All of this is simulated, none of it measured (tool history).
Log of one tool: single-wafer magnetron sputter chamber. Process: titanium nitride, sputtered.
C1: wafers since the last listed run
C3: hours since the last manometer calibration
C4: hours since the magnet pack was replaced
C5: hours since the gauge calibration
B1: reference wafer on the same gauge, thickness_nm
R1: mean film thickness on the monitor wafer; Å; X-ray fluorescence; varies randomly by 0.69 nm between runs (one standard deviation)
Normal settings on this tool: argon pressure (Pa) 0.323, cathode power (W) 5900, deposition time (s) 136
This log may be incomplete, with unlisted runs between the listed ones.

Run 1, hour 0.0: usual settings but cathode power (W) 5050; C1 0; wafers on the sputter target 4518; C3 961.1; C4 3934.3; C5 506.0; B1 157.887. Result: R1 1191.91 Å.
Run 2, hour 18.2: usual settings; C1 240; wafers on the sputter target 4759; C3 979.3; C4 3952.5; C5 524.2; B1 157.890. Result: R1 1401.22 Å.
At hour 27.1: sputter target and shields replaced.
Run 3, hour 35.2: usual settings but deposition time (s) 126; C1 119; wafers on the sputter target 107; C3 996.3; C4 3969.5; C5 541.2; B1 157.994. Result: R1 1383.47 Å.
Run 4, hour 50.9: usual settings; C1 207; wafers on the sputter target 314; C3 1012.0; C4 3985.2; C5 556.9; B1 158.028. Result: R1 1463.71 Å.
Run 5, hour 79.3: usual settings; C1 376; wafers on the sputter target 690; C3 1040.4; C4 4013.6; C5 585.3; B1 158.068. Result: R1 1452.57 Å.
Run 6, hour 108.9: usual settings; C1 391; wafers on the sputter target 1082; C3 1070.0; C4 4043.2; C5 614.9; B1 157.767. Result: R1 1437.76 Å.
Run 7, hour 122.9: usual settings but deposition time (s) 158; C1 185; wafers on the sputter target 1268; C3 1084.0; C4 4057.2; C5 628.9; B1 158.078. Result: R1 1649.51 Å.
Run 8, hour 156.5: usual settings; C1 444; wafers on the sputter target 1713; C3 1117.6; C4 4090.8; C5 662.5; B1 157.998. Result: R1 1426.32 Å.
Run 9, hour 172.9: usual settings; C1 217; wafers on the sputter target 1930; C3 1134.0; C4 4107.2; C5 678.9; B1 157.958. Result: R1 1425.32 Å.
Run 10, hour 204.5: usual settings; C1 418; wafers on the sputter target 2348; C3 1165.6; C4 4138.8; C5 710.5; B1 158.141. Result: R1 1414.93 Å.
Run 11, hour 227.8: usual settings but cathode power (W) 6650; C1 308; wafers on the sputter target 2657; C3 1188.9; C4 4162.1; C5 733.8; B1 158.108. Result: R1 1585.59 Å.
Run 12, hour 256.4: usual settings but cathode power (W) 6650; C1 378; wafers on the sputter target 3035; C3 1217.5; C4 4190.7; C5 762.4; B1 158.237. Result: R1 1588.19 Å.
Run 13, hour 278.3: usual settings but cathode power (W) 6650; C1 289; wafers on the sputter target 3325; C3 1239.4; C4 4212.6; C5 784.3; B1 157.887. Result: R1 1576.36 Å.
At hour 289.9: gauge calibrated.
Run 14, hour 294.9: usual settings; C1 219; wafers on the sputter target 3545; C3 1256.0; C4 4229.2; C5 5.0; B1 158.027. Result: R1 1398.10 Å.
Run 15, hour 315.5: usual settings but cathode power (W) 5450; C1 272; wafers on the sputter target 3818; C3 1276.6; C4 4249.8; C5 25.6; B1 158.115. Result: R1 1300.94 Å.
Run 16, hour 337.7: usual settings; C1 293; wafers on the sputter target 4112; C3 1298.8; C4 4272.0; C5 47.8; B1 158.131. Result: R1 1398.46 Å.
Run 17, hour 352.1: usual settings but argon pressure (Pa) 0.272, cathode power (W) 5300, deposition time (s) 156; C1 190; wafers on the sputter target 4302; C3 1313.2; C4 4286.4; C5 62.2; B1 157.965. Result: R1 1458.05 Å.
Run 18, hour 378.5: usual settings; C1 349; wafers on the sputter target 4652; C3 1339.6; C4 4312.8; C5 88.6; B1 157.971. Result: R1 1399.06 Å.
At hour 404.5: sputter target and shields replaced.
Run 19, hour 408.8: usual settings but argon pressure (Pa) 0.448, cathode power (W) 7100, deposition time (s) 149; C1 295; wafers on the sputter target 56; C3 1369.9; C4 4343.1; C5 118.9; B1 157.997. Result: R1 1693.20 Å.
Run 20, hour 426.5: usual settings but deposition time (s) 155; C1 234; wafers on the sputter target 291; C3 1387.6; C4 4360.8; C5 136.6; B1 158.094. Result: R1 1514.07 Å.
At hour 436.2: magnet pack replaced.
At hour 442.1: capacitance manometer re-zeroed and calibrated.
Run 21, hour 444.1: usual settings but argon pressure (Pa) 0.408, cathode power (W) 6500, deposition time (s) 160; C1 49; wafers on the sputter target 340; C3 2.0; C4 7.9; C5 154.2; B1 158.084. Result: R1 1651.65 Å.
Run 22, hour 468.6: usual settings but cathode power (W) 6450; C1 324; wafers on the sputter target 664; C3 26.5; C4 32.4; C5 178.7; B1 157.983. Result: R1 1426.30 Å.
Run 23, hour 484.3: usual settings but cathode power (W) 6650; C1 207; wafers on the sputter target 872; C3 42.2; C4 48.1; C5 194.4; B1 157.979. Result: R1 1463.47 Å.
Run 24, hour 504.1: usual settings but cathode power (W) 4450, deposition time (s) 161; C1 262; wafers on the sputter target 1134; C3 62.0; C4 67.9; C5 214.2; B1 157.902. Result: R1 1156.15 Å.
Run 25, hour 523.4: usual settings; C1 255; wafers on the sputter target 1390; C3 81.3; C4 87.2; C5 233.5; B1 157.901. Result: R1 1282.39 Å.
At hour 559.4: sputter target and shields replaced, repeated, since the last time left the tool worse.
Run 26, hour 611.0: usual settings but argon pressure (Pa) 0.443; C1 1053; wafers on the sputter target 683; C3 168.9; C4 174.8; C5 321.1; B1 158.025. Result: R1 1404.48 Å.
Run 27, hour 646.1: usual settings but cathode power (W) 4650; C1 464; wafers on the sputter target 1148; C3 204.0; C4 209.9; C5 356.2; B1 157.951. Result: R1 1133.36 Å.
Run 28, hour 680.9: usual settings but deposition time (s) 110; C1 460; wafers on the sputter target 1608; C3 238.8; C4 244.7; C5 391.0; B1 157.935. Result: R1 1155.25 Å.
Run 29, hour 716.3: usual settings; C1 468; wafers on the sputter target 2077; C3 274.2; C4 280.1; C5 426.4; B1 157.801. Result: R1 1418.15 Å.

Table of differences, measured result less the result of that run with no hidden state. Run-to-run variation is the same in both. Gauge scatter possibly is not:
Unlogged tool condition in this case: deposition rate above that of a new target (%); true argon pressure above the setpoint (%); gauge reads high (%).
run       R1
  1   -84.09
  2   -99.77
  3   -13.50
  4   -24.89
  5   -40.99
  6   -54.20
  7   -68.46
  8   -70.15
  9   -74.51
 10   -81.00
 11   -95.48
 12  -100.36
 13  -102.57
 14   -92.69
 15   -87.95
 16   -96.21
 17  -101.30
 18   -98.66
 19  -194.09
 20  -188.99
 21  -220.98
 22  -206.16
 23  -220.24
 24  -181.62
 25  -208.57
 26   -38.83
 27   -43.86
 28   -54.49
 29   -76.25
